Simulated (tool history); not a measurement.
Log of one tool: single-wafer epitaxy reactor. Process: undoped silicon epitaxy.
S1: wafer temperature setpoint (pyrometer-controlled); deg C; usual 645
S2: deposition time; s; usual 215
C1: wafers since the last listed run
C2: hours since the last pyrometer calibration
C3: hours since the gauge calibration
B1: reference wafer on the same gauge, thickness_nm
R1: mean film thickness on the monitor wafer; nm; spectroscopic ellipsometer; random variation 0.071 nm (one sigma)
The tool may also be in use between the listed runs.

{"run": 1, "hour": 0.0, "S1": 645, "S2": 215, "C1": 0, "C2": 994.3, "C3": 332.2, "B1": 25.598, "R1": 31.646}
{"run": 2, "hour": 38.5, "S1": 645, "S2": 215, "C1": 386, "C2": 1032.8, "C3": 370.7, "B1": 25.598, "R1": 31.746}
{"run": 3, "hour": 102.2, "S1": 645, "S2": 215, "C1": 639, "C2": 1096.5, "C3": 434.4, "B1": 25.587, "R1": 31.862}
{"run": 4, "hour": 192.6, "S1": 645, "S2": 215, "C1": 907, "C2": 1186.9, "C3": 524.8, "B1": 25.606, "R1": 31.763}
{"run": 5, "hour": 261.4, "S1": 645, "S2": 215, "C1": 690, "C2": 1255.7, "C3": 593.6, "B1": 25.588, "R1": 31.848}
{"run": 6, "hour": 342.4, "S1": 645, "S2": 215, "C1": 812, "C2": 1336.7, "C3": 674.6, "B1": 25.598, "R1": 31.951}
{"run": 7, "hour": 439.3, "S1": 645, "S2": 215, "C1": 972, "C2": 1433.6, "C3": 771.5, "B1": 25.596, "R1": 31.911}
{"run": 8, "hour": 483.4, "S1": 645, "S2": 215, "C1": 442, "C2": 1477.7, "C3": 815.6, "B1": 25.591, "R1": 31.85}
{"run": 9, "hour": 526.7, "S1": 645, "S2": 215, "C1": 434, "C2": 1521.0, "C3": 858.9, "B1": 25.597, "R1": 31.95}
{"run": 10, "hour": 623.9, "S1": 645, "S2": 225, "C1": 975, "C2": 1618.2, "C3": 956.1, "B1": 25.595, "R1": 33.658}
{"run": 11, "hour": 697.9, "S1": 645, "S2": 181, "C1": 742, "C2": 1692.2, "C3": 1030.1, "B1": 25.594, "R1": 27.028}
{"run": 12, "hour": 764.4, "S1": 645, "S2": 215, "C1": 667, "C2": 1758.7, "C3": 1096.6, "B1": 25.593, "R1": 31.977}
{"run": 13, "hour": 818.3, "S1": 645, "S2": 215, "C1": 540, "C2": 1812.6, "C3": 1150.5, "B1": 25.615, "R1": 32.018}
{"run": 14, "hour": 922.0, "S1": 645, "S2": 215, "C1": 1040, "C2": 1916.3, "C3": 1254.2, "B1": 25.594, "R1": 32.035}
{"hour": 1086.7, "done": "pyrometer calibrated"}
{"run": 15, "hour": 1134.0, "S1": 635, "S2": 215, "C1": 2047, "C2": 47.3, "C3": 1466.2, "B1": 25.6, "R1": 24.404}
{"run": 16, "hour": 1191.6, "S1": 645, "S2": 215, "C1": 578, "C2": 104.9, "C3": 1523.8, "B1": 25.603, "R1": 31.343}
{"run": 17, "hour": 1235.2, "S1": 652, "S2": 250, "C1": 437, "C2": 148.5, "C3": 1567.4, "B1": 25.594, "R1": 43.419}
{"run": 18, "hour": 1318.3, "S1": 660, "S2": 182, "C1": 833, "C2": 231.6, "C3": 1650.5, "B1": 25.603, "R1": 38.449}
{"run": 19, "hour": 1371.9, "S1": 655, "S2": 215, "C1": 537, "C2": 285.2, "C3": 1704.1, "B1": 25.61, "R1": 40.324}
{"run": 20, "hour": 1444.8, "S1": 645, "S2": 215, "C1": 731, "C2": 358.1, "C3": 1777.0, "B1": 25.602, "R1": 31.444}
{"run": 21, "hour": 1507.6, "S1": 632, "S2": 190, "C1": 630, "C2": 420.9, "C3": 1839.8, "B1": 25.594, "R1": 19.957}
{"run": 22, "hour": 1585.3, "S1": 633, "S2": 229, "C1": 779, "C2": 498.6, "C3": 1917.5, "B1": 25.593, "R1": 24.74}
{"hour": 1618.4, "done": "gauge calibrated"}
{"run": 23, "hour": 1666.9, "S1": 636, "S2": 184, "C1": 818, "C2": 580.2, "C3": 48.5, "B1": 25.611, "R1": 21.42}
{"run": 24, "hour": 1715.0, "S1": 654, "S2": 215, "C1": 482, "C2": 628.3, "C3": 96.6, "B1": 25.589, "R1": 39.47}
{"run": 25, "hour": 1807.9, "S1": 651, "S2": 215, "C1": 932, "C2": 721.2, "C3": 189.5, "B1": 25.6, "R1": 36.695}
{"run": 26, "hour": 1849.5, "S1": 632, "S2": 179, "C1": 417, "C2": 762.8, "C3": 231.1, "B1": 25.604, "R1": 18.939}
{"run": 27, "hour": 1909.9, "S1": 645, "S2": 215, "C1": 606, "C2": 823.2, "C3": 291.5, "B1": 25.615, "R1": 31.78}

Run 28 comes next. What will it give?
{"run": 28, "hour": 2008.7, "S1": 650, "S2": 215, "C1": 991, "C2": 922.0, "C3": 390.3, "B1": "?", "R1": "?"}

Run 28 gave B1 25.604, R1 35.851 nm.
Without the tool's hidden state the same run would have given R1 35.312 nm.
